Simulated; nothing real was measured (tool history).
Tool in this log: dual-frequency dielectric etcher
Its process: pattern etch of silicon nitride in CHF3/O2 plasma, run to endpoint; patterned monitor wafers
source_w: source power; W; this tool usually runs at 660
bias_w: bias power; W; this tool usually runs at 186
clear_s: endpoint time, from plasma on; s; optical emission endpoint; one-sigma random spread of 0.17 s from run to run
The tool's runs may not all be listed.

run,day,source_w,bias_w,"incoming incoming film thickness, nm",clear_s
1,0,660,158,63.8,42.7
2,2.133,700,186,63.3,39.1
3,3.775,700,186,64,39.3
4,4.962,790,186,63.5,37.1
5,6.479,790,186,63.4,37.2
6,13.983,660,173,63.7,40.8
# day 15.15: wet clean of the chamber
7,15.821,660,173,63.8,42.2
8,17.908,660,173,63.1,41.5
9,20.354,660,186,63.5,40.5
# day 22.412: bias power generator calibrated
10,23.321,660,186,63.4,40.5
11,25.438,750,186,63.5,38.4
12,26.6,660,186,63.3,40.6
13,28.712,660,186,64.6,41
14,31.383,660,186,63.1,40.2
# day 32.379: source power generator calibrated
15,33.488,600,186,63.9,41.3
16,35.392,600,186,63.5,40.7
17,38.158,740,159,64.2,40
18,41.792,660,186,63.7,39.5
19,43.138,710,186,64.4,38.4
# day 44.275: wet clean of the chamber
20,46.021,790,206,63.6,35.9
21,47.025,660,186,63.3,39.8
22,49.429,600,174,64.1,42.8
23,51.004,700,186,63,38.3
24,52.529,550,174,63.3,44.5
# day 59.388: upper electrode replaced
25,59.692,510,186,63.6,44.2
26,62.271,600,208,64.4,39.8
27,64.079,540,163,63.9,45.6
28,65.529,770,155,63.7,39.9
29,66.912,550,228,62.9,38.8
30,68.929,560,152,63.2,45.7
# day 70.192: wet clean of the chamber
31,70.346,660,210,63.4,38.3
32,71.967,800,167,64,39.2
33,74.642,730,186,63.7,38.5
34,76.075,710,186,63.3,38.9
35,78.054,710,204,64.1,37.8
36,79.075,810,214,63.3,34.8

Hidden state or all else? Some run-to-run changes of clear_s, split into what the settings, what came in and random variation would give without the hidden state, and what is left for the hidden state (with any gauge scatter that isn't in both results):
The hidden state here: etch rate over this chamber's usual, %; source power that arrives over what is set, %; bias power that arrives over what is set, %.
Run 6 -> 7: wet clean of the chamber. clear_s +1.4 s: hidden state +1.1, all else +0.3.
Run 14 -> 15: source_w 660 -> 600, source power generator calibrated. clear_s +1.1 s: hidden state -1.2, all else +2.3.
Run 19 -> 20: source_w 710 -> 790, bias_w 186 -> 206, wet clean of the chamber. clear_s -2.5 s: hidden state +1, all else -3.5.
Run 23 -> 24: source_w 700 -> 550, bias_w 186 -> 174. clear_s +6.2 s: hidden state +0, all else +6.2.
Run 29 -> 30: source_w 550 -> 560, bias_w 228 -> 152. clear_s +6.9 s: hidden state -0.3, all else +7.2.
Run 30 -> 31: source_w 560 -> 660, bias_w 152 -> 210, wet clean of the chamber. clear_s -7.4 s: hidden state +1, all else -8.4.

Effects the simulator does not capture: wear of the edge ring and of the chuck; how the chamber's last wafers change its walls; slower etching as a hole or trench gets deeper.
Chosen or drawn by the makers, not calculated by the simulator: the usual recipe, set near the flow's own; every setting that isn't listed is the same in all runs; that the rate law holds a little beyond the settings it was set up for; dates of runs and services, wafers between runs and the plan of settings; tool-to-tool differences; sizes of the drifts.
